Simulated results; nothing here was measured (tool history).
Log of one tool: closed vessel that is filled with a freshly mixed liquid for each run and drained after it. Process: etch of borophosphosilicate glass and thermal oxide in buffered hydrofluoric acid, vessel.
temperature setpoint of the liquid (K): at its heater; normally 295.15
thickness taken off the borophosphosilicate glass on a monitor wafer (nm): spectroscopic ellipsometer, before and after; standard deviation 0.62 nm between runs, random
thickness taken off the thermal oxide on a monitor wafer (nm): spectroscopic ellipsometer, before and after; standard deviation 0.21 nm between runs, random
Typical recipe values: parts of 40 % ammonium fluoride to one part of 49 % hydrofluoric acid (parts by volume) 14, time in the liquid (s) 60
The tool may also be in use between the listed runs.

run,hour,temperature setpoint of the liquid (K),parts of 40 % ammonium fluoride to one part of 49 % hydrofluoric acid (parts by volume),time in the liquid (s),wafers since the last listed run,hours since the thermometer was replaced,hours since the hydrofluoric acid flow meter was replaced,hours since the gauge calibration,"read-back film thickness of the borophosphosilicate glass reference wafer, read on the same gauge (nm)","read-back film thickness of the thermal oxide reference wafer, read on the same gauge (nm)",thickness taken off the borophosphosilicate glass on a monitor wafer (nm),thickness taken off the thermal oxide on a monitor wafer (nm)
1,0,295.15,16,60,0,185.1,1162.3,704.7,150.04,119.99,55.54,37.77
2,52,295.15,16,60,6930,237.1,1214.3,756.7,150,119.97,55.61,37.67
3,95,295.15,11,60,5730,280.1,1257.3,799.7,150,120.01,81.91,54.48
4,143,295.15,11,60,6397,328.1,1305.3,847.7,150.01,119.99,81.51,54.64
5,240.7,295.15,11,60,13020,425.8,1403,945.4,150.01,120.01,81.8,54.31
6,344.6,295.15,14,60,13847,529.7,1506.9,1049.3,149.97,119.98,64.07,43.14
7,449.7,295.15,14,60,14007,634.8,1612,1154.4,150,120.03,63.52,42.71
8,542.3,295.15,14,60,12341,727.4,1704.6,1247,150.03,119.99,63.67,43.22
# hour 638.4: hydrofluoric acid flow meter replaced
9,641.8,295.15,14,60,13127,826.9,3.4,1346.5,149.98,120.01,62.41,42.82
10,679.7,295.15,14,60,5051,864.8,41.3,1384.4,150,119.98,62.75,42.99
# hour 693.3: thermometer replaced
11,771.9,298.65,12.5,30,12154,78.6,133.5,1476.6,150.02,120,43.37,29.29
12,871.9,295.15,12,85,13327,178.6,233.5,1576.6,149.99,120,105.19,70.92
13,970.6,300.15,18,60,13154,277.3,332.2,1675.3,150.01,120,64.96,44.12
# hour 986.5: gauge calibrated
14,1014.1,295.15,14,60,5797,320.8,375.7,27.6,149.99,120,63.18,42.59
15,1112.9,295.15,14,80,13167,419.6,474.5,126.4,150.01,120,85.05,57.26
16,1176.6,299.65,14,60,8489,483.3,538.2,190.1,149.98,120.01,80.75,54.74
17,1233.8,295.15,11,60,7623,540.5,595.4,247.3,149.99,120.02,80.34,54.49
18,1312.4,295.15,10,45,10475,619.1,674,325.9,149.99,119.99,66.76,45.39
19,1362.6,293.65,10,45,6690,669.3,724.2,376.1,149.97,120,61.22,41.19
20,1433.1,297.65,11,45,9395,739.8,794.7,446.6,149.99,119.99,69.21,46.92
21,1475.9,295.15,17.5,30,5704,782.6,837.5,489.4,149.99,119.99,25.92,17.29

Forecast each of these 4 alternatives for the next run:
A,1476.6,295.15,14,60,93,783.3,838.2,490.1,?,?,?,?
B,1476.6,295.15,14,30,93,783.3,838.2,490.1,?,?,?,?
C,1476.6,300.15,17,30,93,783.3,838.2,490.1,?,?,?,?
D,1476.6,297.15,15.5,60,93,783.3,838.2,490.1,?,?,?,?

run,"read-back film thickness of the borophosphosilicate glass reference wafer, read on the same gauge (nm)","read-back film thickness of the thermal oxide reference wafer, read on the same gauge (nm)",thickness taken off the borophosphosilicate glass on a monitor wafer (nm),thickness taken off the thermal oxide on a monitor wafer (nm)
A,149.99,120,63.45,42.96
B,149.99,120,31.72,21.48
C,149.99,120,34.3,23.31
D,149.99,120,63.98,43.39
What these runs would have given with no unlogged condition in the tool:
run,thickness taken off the borophosphosilicate glass on a monitor wafer (nm),thickness taken off the thermal oxide on a monitor wafer (nm)
A,63.45,42.96
B,31.72,21.48
C,34.3,23.31
D,63.98,43.39
